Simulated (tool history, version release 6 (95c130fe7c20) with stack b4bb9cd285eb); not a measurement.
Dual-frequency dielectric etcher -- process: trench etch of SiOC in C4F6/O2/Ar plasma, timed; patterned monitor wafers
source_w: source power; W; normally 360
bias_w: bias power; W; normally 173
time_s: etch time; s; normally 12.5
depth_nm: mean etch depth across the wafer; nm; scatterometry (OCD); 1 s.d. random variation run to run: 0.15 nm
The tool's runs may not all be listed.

run,hour,source_w,bias_w,time_s,wafers since the last listed run,hours since the last wet clean,hours since the last source power generator calibration,hours since the last bias power generator calibration,hours since the last upper electrode change,hours since the gauge calibration,"read-back reference wafer on the same gauge, depth_nm",depth_nm
1,0,360,173,12.5,0,199.1,2310.2,3081.4,2108.2,413,28.26,23.41
2,8.3,360,173,12.5,119,207.4,2318.5,3089.7,2116.5,421.3,28.29,23.28
3,25.1,360,173,12.5,241,224.2,2335.3,3106.5,2133.3,438.1,28.32,23.35
4,33.2,360,189,12.5,116,232.3,2343.4,3114.6,2141.4,446.2,28.36,23.64
5,49.5,360,189,12.5,234,248.6,2359.7,3130.9,2157.7,462.5,28.31,23.78
6,62.2,360,173,12.5,182,261.3,2372.4,3143.6,2170.4,475.2,28.28,23.47
7,79.1,360,173,12.5,242,278.2,2389.3,3160.5,2187.3,492.1,28.33,23.03
# hour 88.6: gauge calibrated
8,106.6,360,173,12.5,394,305.7,2416.8,3188,2214.8,18,28.33,23.37
9,112.7,360,173,12.5,87,311.8,2422.9,3194.1,2220.9,24.1,28.29,23.42
10,130.6,360,173,12.5,256,329.7,2440.8,3212,2238.8,42,28.29,22.94
11,145.4,430,161,13.5,212,344.5,2455.6,3226.8,2253.6,56.8,28.3,25.62
12,162.1,360,173,16,239,361.2,2472.3,3243.5,2270.3,73.5,28.34,29.04
13,169.4,360,150,9,104,368.5,2479.6,3250.8,2277.6,80.8,28.28,16.07
# hour 176.2: source power generator calibrated
14,179.5,270,153,16,87,378.6,3.3,3260.9,2287.7,90.9,28.33,26.84
15,185.7,330,201,12.5,89,384.8,9.5,3267.1,2293.9,97.1,28.28,23.32
16,192.3,430,194,12.5,94,391.4,16.1,3273.7,2300.5,103.7,28.37,24.38
# hour 201.8: bias power generator calibrated
17,202.3,400,147,9,86,401.4,26.1,0.5,2310.5,113.7,28.36,16.39
18,207.1,360,173,12.5,68,406.2,30.9,5.3,2315.3,118.5,28.27,22.91
# hour 238.3: wet clean of the chamber
# hour 248: upper electrode replaced, of another model than before
19,248.5,360,173,12.5,110,10.2,72.3,46.7,0.5,159.9,28.29,24.19
20,248.8,360,173,12.5,4,10.5,72.6,47,0.8,160.2,28.29,24.09
21,249.1,420,194,12.5,4,10.8,72.9,47.3,1.1,160.5,28.29,25.7
22,258,390,216,10.5,127,19.7,81.8,56.2,10,169.4,28.3,22.31
23,273.9,430,160,10,228,35.6,97.7,72.1,25.9,185.3,28.28,19.02
24,288.2,450,213,10,205,49.9,112,86.4,40.2,199.6,28.32,21.51
25,300.8,360,216,10,180,62.5,124.6,99,52.8,212.2,28.32,20.81
26,354.1,270,145,12.5,765,115.8,177.9,152.3,106.1,265.5,28.28,21.35
27,364.4,450,143,12.5,147,126.1,188.2,162.6,116.4,275.8,28.31,22.85
28,374,450,213,10,137,135.7,197.8,172.2,126,285.4,28.3,21.37
29,390.2,410,199,16,232,151.9,214,188.4,142.2,301.6,28.31,32.35

Same runs, no hidden state in the tool, same run-to-run variation:
Hidden state present: etch rate over this chamber's usual, %; source power that arrives over what is set, %; bias power that arrives over what is set, %; gauge reads high (%).
run,depth_nm
1,23.99
2,23.87
3,23.99
4,24.31
5,24.5
6,24.21
7,23.8
8,24.23
9,24.3
10,23.84
11,26.67
12,30.29
13,16.78
14,28.05
15,24.39
16,25.52
17,17.17
18,24.02
19,24.08
20,23.98
21,25.59
22,22.23
23,18.98
24,21.5
25,20.83
26,21.49
27,23.03
28,21.56
29,32.7
